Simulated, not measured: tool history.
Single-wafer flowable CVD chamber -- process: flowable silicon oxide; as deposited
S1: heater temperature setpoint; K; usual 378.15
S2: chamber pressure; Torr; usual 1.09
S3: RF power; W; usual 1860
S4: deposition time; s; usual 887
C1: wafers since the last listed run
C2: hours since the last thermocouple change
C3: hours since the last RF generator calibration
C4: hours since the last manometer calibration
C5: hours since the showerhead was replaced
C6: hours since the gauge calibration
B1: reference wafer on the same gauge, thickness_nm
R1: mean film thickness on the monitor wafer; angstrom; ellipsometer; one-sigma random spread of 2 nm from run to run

run    hour      S1    S2    S3    S4   C1      C2     C3      C4      C5     C6       B1        R1
  1     0.0  378.15  1.09  1860   887    0  1524.6  198.4  2051.7  3549.9  618.8  613.779   6749.09
  2    67.7  378.15  1.09  1860   887  145  1592.3  266.1  2119.4  3617.6  686.5  614.076   6734.26
  3   118.0  378.15  1.09  1860   887  107  1642.6  316.4  2169.7  3667.9  736.8  613.874   6748.84
  4   150.0  385.15  1.09  1860   887   68  1674.6  348.4  2201.7  3699.9  768.8  614.040   5246.26
      155.4  -- gauge calibrated
  5   219.2  378.15  1.09  1860   887  148  1743.8  417.6  2270.9  3769.1   63.8  613.675   6782.87
  6   260.8  378.15  1.09  1860   887   89  1785.4  459.2  2312.5  3810.7  105.4  613.771   6784.69
  7   297.9  378.15  1.09  1860   887   79  1822.5  496.3  2349.6  3847.8  142.5  613.648   6803.28
  8   330.3  378.15  1.09  1860   887   69  1854.9  528.7  2382.0  3880.2  174.9  613.918   6858.90
  9   401.8  372.15  1.09  1860   887  153  1926.4  600.2  2453.5  3951.7  246.4  613.970   8539.19
      429.7  -- thermocouple changed; heater temperature recalibrated
 10   445.0  372.15  1.09  1860   887   75    15.3  643.4  2496.7  3994.9  289.6  613.869   8160.40
      482.7  -- showerhead replaced
 11   486.2  378.15  1.09  2050   887   71    56.5  684.6  2537.9     3.5  330.8  613.625   6664.30
 12   539.4  385.15  1.18  2230   795  114   109.7  737.8  2591.1    56.7  384.0  613.769   5076.71
 13   603.4  378.15  0.84  2020   948  137   173.7  801.8  2655.1   120.7  448.0  613.933   5515.56
      626.7  -- capacitance manometer re-zeroed and calibrated
      643.6  -- RF generator calibrated
 14   663.2  378.15  1.09  1860   887   93   233.5   19.6    36.5   180.5  507.8  614.050   6543.27
 15   702.0  370.15  1.28  2180   733   83   272.3   58.4    75.3   219.3  546.6  613.914   8802.81
 16   732.5  363.15  1.09  1860   887   65   302.8   88.9   105.8   249.8  577.1  614.094  11353.13
 17   780.9  392.15  1.09  1600   887  103   351.2  137.3   154.2   298.2  625.5  614.098   3844.70
 18   837.5  378.15  1.29  1860   950  121   407.8  193.9   210.8   354.8  682.1  614.007   8300.67
      862.0  -- gauge calibrated
 19   913.2  385.15  1.09  1720   887  162   483.5  269.6   286.5   430.5   51.2  614.199   5028.23
 20   983.3  386.15  1.09  1860   887  150   553.6  339.7   356.6   500.6  121.3  613.900   4972.07
 21  1011.0  366.15  1.18  1860   887   59   581.3  367.4   384.3   528.3  149.0  613.878  11238.72
 22  1054.4  378.15  1.09  1860   887   93   624.7  410.8   427.7   571.7  192.4  614.116   6625.86
 23  1103.1  371.15  1.23  2065  1030  104   673.4  459.5   476.4   620.4  241.1  614.124  11485.62

For each run, the measured value with the value that run would have given without the tool's hidden condition subtracted. The run-to-run variation is shared by both, the gauge scatter possibly not:
The tool's hidden condition here consists of: wafer temperature above the value expected at the setpoint (K); delivered RF power above the setpoint (%); true pressure above the setpoint (%); gauge reads high (%).
run       R1
  1  +236.03
  2  +250.07
  3  +261.44
  4  +195.42
  5  +284.59
  6  +293.62
  7  +302.43
  8  +311.95
  9  +398.79
 10   +23.96
 11   +29.03
 12   +28.98
 13   +45.20
 14   +66.41
 15   +99.44
 16  +124.41
 17   +43.91
 18  +131.37
 19   +86.08
 20   +95.15
 21  +244.41
 22  +151.42
 23  +275.97

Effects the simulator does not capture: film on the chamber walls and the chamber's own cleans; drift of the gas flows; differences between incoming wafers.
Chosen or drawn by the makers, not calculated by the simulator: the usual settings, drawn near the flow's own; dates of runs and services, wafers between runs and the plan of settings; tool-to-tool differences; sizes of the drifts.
